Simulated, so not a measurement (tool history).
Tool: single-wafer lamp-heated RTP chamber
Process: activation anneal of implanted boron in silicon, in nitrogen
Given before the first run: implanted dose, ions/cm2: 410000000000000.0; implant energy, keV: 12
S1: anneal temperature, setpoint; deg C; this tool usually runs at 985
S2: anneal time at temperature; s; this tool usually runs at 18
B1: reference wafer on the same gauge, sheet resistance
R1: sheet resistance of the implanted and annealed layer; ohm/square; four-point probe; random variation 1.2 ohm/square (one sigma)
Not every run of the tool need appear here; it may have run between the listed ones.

run 1 day=0.000 | S1=985 S2=18 | B1=364.09 | R1=316.23
run 2 day=1.742 | S1=985 S2=18 | B1=363.75 | R1=312.20
-- day=2.208 pyrometer window cleaned and pyrometer calibrated
run 3 day=2.229 | S1=985 S2=18 | B1=364.12 | R1=310.93
run 4 day=2.650 | S1=985 S2=18 | B1=364.10 | R1=310.06
run 5 day=3.171 | S1=985 S2=18 | B1=363.97 | R1=313.49
run 6 day=3.846 | S1=985 S2=18 | B1=363.99 | R1=309.03
run 7 day=4.138 | S1=985 S2=18 | B1=364.15 | R1=308.68
run 8 day=4.583 | S1=985 S2=18 | B1=364.22 | R1=310.98
-- day=5.042 gauge calibrated
-- day=5.296 pyrometer window cleaned and pyrometer calibrated, repeated, since the last time left the tool worse
run 9 day=5.317 | S1=985 S2=18 | B1=364.18 | R1=316.08
run 10 day=5.608 | S1=985 S2=18 | B1=363.94 | R1=316.86
-- day=5.992 reflector plate cleaned
run 11 day=6.012 | S1=985 S2=18 | B1=364.05 | R1=316.07
run 12 day=6.550 | S1=985 S2=18 | B1=363.99 | R1=318.09
run 13 day=6.929 | S1=985 S2=18 | B1=364.00 | R1=314.36
run 14 day=7.654 | S1=1007 S2=18 | B1=363.98 | R1=308.14
run 15 day=8.038 | S1=985 S2=15 | B1=363.98 | R1=315.28
run 16 day=8.512 | S1=985 S2=18 | B1=363.86 | R1=315.15
run 17 day=9.254 | S1=974 S2=18 | B1=364.23 | R1=322.23
run 18 day=9.708 | S1=1009 S2=13 | B1=364.17 | R1=308.26
run 19 day=10.033 | S1=985 S2=18 | B1=364.14 | R1=314.16
run 20 day=10.304 | S1=985 S2=18 | B1=364.04 | R1=312.97
run 21 day=10.683 | S1=968 S2=13 | B1=364.15 | R1=327.85
run 22 day=11.200 | S1=968 S2=18 | B1=363.91 | R1=325.89
run 23 day=11.704 | S1=1014 S2=18 | B1=364.08 | R1=306.26
-- day=12.467 pyrometer window cleaned and pyrometer calibrated
run 24 day=12.488 | S1=985 S2=18 | B1=363.77 | R1=317.29
run 25 day=12.896 | S1=1015 S2=18 | B1=364.03 | R1=309.15
run 26 day=13.642 | S1=985 S2=18 | B1=364.02 | R1=316.74
run 27 day=13.992 | S1=976 S2=18 | B1=364.16 | R1=319.90

What if the next run were any one of these 3? Each begins from the tool's condition after run 27:
run A day=14.008 | S1=985 S2=18 | B1=? | R1=?
run B day=14.008 | S1=1001 S2=22 | B1=? | R1=?
run C day=14.008 | S1=999 S2=10 | B1=? | R1=?

run=A B1=364.08 R1=316.02
run=B B1=364.08 R1=309.00
run=C B1=364.08 R1=311.74
Had the tool no hidden state, the same runs would have come out as:
run=A R1=317.20
run=B R1=309.48
run=C R1=312.40
